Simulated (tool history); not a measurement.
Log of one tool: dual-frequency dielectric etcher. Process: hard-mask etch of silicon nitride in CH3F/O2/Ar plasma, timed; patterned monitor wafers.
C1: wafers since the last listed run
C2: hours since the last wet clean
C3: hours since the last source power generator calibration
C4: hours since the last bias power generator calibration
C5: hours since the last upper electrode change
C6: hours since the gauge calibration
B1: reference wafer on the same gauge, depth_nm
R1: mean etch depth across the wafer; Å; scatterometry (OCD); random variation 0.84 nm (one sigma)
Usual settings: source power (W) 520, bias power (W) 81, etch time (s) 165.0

Run 1, day 0.000: usual settings but etch time (s) 130.0; C1 0; C2 400.5; C3 4322.0; C4 4435.9; C5 2695.5; C6 307.8; B1 139.3. Result: R1 1012 Å.
Run 2, day 0.358: usual settings but etch time (s) 130.0; C1 67; C2 409.1; C3 4330.6; C4 4444.5; C5 2704.1; C6 316.4; B1 138.9. Result: R1 1016 Å.
Run 3, day 0.967: usual settings but source power (W) 460; C1 113; C2 423.7; C3 4345.2; C4 4459.1; C5 2718.7; C6 331.0; B1 139.2. Result: R1 1225 Å.
Run 4, day 1.333: usual settings but source power (W) 460; C1 68; C2 432.5; C3 4354.0; C4 4467.9; C5 2727.5; C6 339.8; B1 138.9. Result: R1 1239 Å.
At day 1.800: bias power generator calibrated.
Run 5, day 1.821: usual settings but source power (W) 570, etch time (s) 204.0; C1 59; C2 444.2; C3 4365.7; C4 0.5; C5 2739.2; C6 351.5; B1 138.9. Result: R1 1623 Å.
Run 6, day 2.346: usual settings but source power (W) 570, etch time (s) 204.0; C1 98; C2 456.8; C3 4378.3; C4 13.1; C5 2751.8; C6 364.1; B1 139.2. Result: R1 1624 Å.
Run 7, day 3.075: usual settings but source power (W) 570, etch time (s) 204.0; C1 136; C2 474.3; C3 4395.8; C4 30.6; C5 2769.3; C6 381.6; B1 139.0. Result: R1 1616 Å.
Run 8, day 3.496: usual settings but source power (W) 610; C1 78; C2 484.4; C3 4405.9; C4 40.7; C5 2779.4; C6 391.7; B1 138.9. Result: R1 1352 Å.
Run 9, day 3.958: usual settings but source power (W) 610; C1 86; C2 495.5; C3 4417.0; C4 51.8; C5 2790.5; C6 402.8; B1 139.2. Result: R1 1325 Å.
Run 10, day 5.733: usual settings; C1 331; C2 538.1; C3 4459.6; C4 94.4; C5 2833.1; C6 445.4; B1 139.0. Result: R1 1280 Å.
Run 11, day 6.046: usual settings; C1 58; C2 545.6; C3 4467.1; C4 101.9; C5 2840.6; C6 452.9; B1 138.8. Result: R1 1277 Å.
Run 12, day 6.604: usual settings but bias power (W) 93; C1 104; C2 559.0; C3 4480.5; C4 115.3; C5 2854.0; C6 466.3; B1 139.1. Result: R1 1353 Å.
Run 13, day 6.954: usual settings but etch time (s) 180.5; C1 65; C2 567.4; C3 4488.9; C4 123.7; C5 2862.4; C6 474.7; B1 139.0. Result: R1 1387 Å.
At day 7.304: source power generator calibrated.
Run 14, day 7.325: usual settings but bias power (W) 66, etch time (s) 209.5; C1 38; C2 576.3; C3 0.5; C4 132.6; C5 2871.3; C6 483.6; B1 139.3. Result: R1 1468 Å.
Run 15, day 7.904: usual settings; C1 108; C2 590.2; C3 14.4; C4 146.5; C5 2885.2; C6 497.5; B1 138.8. Result: R1 1266 Å.
At day 8.996: wet clean of the chamber.
Run 16, day 9.017: usual settings but etch time (s) 206.0; C1 21; C2 0.5; C3 41.1; C4 173.2; C5 2911.9; C6 524.2; B1 139.1. Result: R1 1695 Å.
Run 17, day 9.158: usual settings but source power (W) 480, bias power (W) 74, etch time (s) 206.5; C1 26; C2 3.9; C3 44.5; C4 176.6; C5 2915.3; C6 527.6; B1 138.9. Result: R1 1574 Å.
At day 12.025: upper electrode replaced.
Run 18, day 12.046: usual settings but bias power (W) 91; C1 352; C2 73.2; C3 113.8; C4 245.9; C5 0.5; C6 596.9; B1 138.9. Result: R1 1384 Å.
Run 19, day 12.062: usual settings but source power (W) 570, etch time (s) 204.0; C1 3; C2 73.6; C3 114.2; C4 246.3; C5 0.9; C6 597.3; B1 139.0. Result: R1 1688 Å.
Run 20, day 12.408: usual settings but etch time (s) 180.0; C1 64; C2 81.9; C3 122.5; C4 254.6; C5 9.2; C6 605.6; B1 139.2. Result: R1 1450 Å.
At day 12.767: gauge calibrated.
Run 21, day 12.946: usual settings; C1 100; C2 94.8; C3 135.4; C4 267.5; C5 22.1; C6 4.3; B1 139.0. Result: R1 1330 Å.
Run 22, day 13.388: usual settings but source power (W) 560, bias power (W) 98, etch time (s) 116.5; C1 82; C2 105.4; C3 146.0; C4 278.1; C5 32.7; C6 14.9; B1 138.8. Result: R1 1045 Å.
Run 23, day 14.021: usual settings but source power (W) 430, bias power (W) 89; C1 118; C2 120.6; C3 161.2; C4 293.3; C5 47.9; C6 30.1; B1 139.2. Result: R1 1308 Å.
Run 24, day 15.350: usual settings but source power (W) 480, bias power (W) 92, etch time (s) 188.5; C1 248; C2 152.5; C3 193.1; C4 325.2; C5 79.8; C6 62.0; B1 139.2. Result: R1 1552 Å.
Run 25, day 15.700: usual settings but source power (W) 390, bias power (W) 61, etch time (s) 179.0; C1 65; C2 160.9; C3 201.5; C4 333.6; C5 88.2; C6 70.4; B1 139.1. Result: R1 1148 Å.
Run 26, day 16.088: usual settings but source power (W) 620, etch time (s) 137.0; C1 72; C2 170.2; C3 210.8; C4 342.9; C5 97.5; C6 79.7; B1 139.0. Result: R1 1155 Å.
Run 27, day 16.554: usual settings but source power (W) 620; C1 87; C2 181.4; C3 222.0; C4 354.1; C5 108.7; C6 90.9; B1 139.1. Result: R1 1403 Å.
Run 28, day 16.862: usual settings; C1 57; C2 188.8; C3 229.4; C4 361.5; C5 116.1; C6 98.3; B1 139.0. Result: R1 1309 Å.
Run 29, day 17.417: usual settings but bias power (W) 75, etch time (s) 204.5; C1 103; C2 202.1; C3 242.7; C4 374.8; C5 129.4; C6 111.6; B1 139.0. Result: R1 1566 Å.

What the log doesn't show, run by run:
source power that arrives over what is set, %: 0 in every run
bias power that arrives over what is set, %: 0 in every run
gauge reads high (%): 0 in every run
H1: etch rate over this chamber's usual, %
run      H1
  1   -3.47
  2   -3.55
  3   -3.69
  4   -3.77
  5   -3.88
  6      -4
  7   -4.16
  8   -4.26
  9   -4.36
 10   -4.76
 11   -4.84
 12   -4.96
 13   -5.04
 14   -5.13
 15   -5.26
 16   0.151
 17   0.119
 18  -0.534
 19  -0.538
 20  -0.617
 21  -0.738
 22  -0.838
 23  -0.982
 24   -1.28
 25   -1.36
 26   -1.45
 27   -1.56
 28   -1.63
 29   -1.75
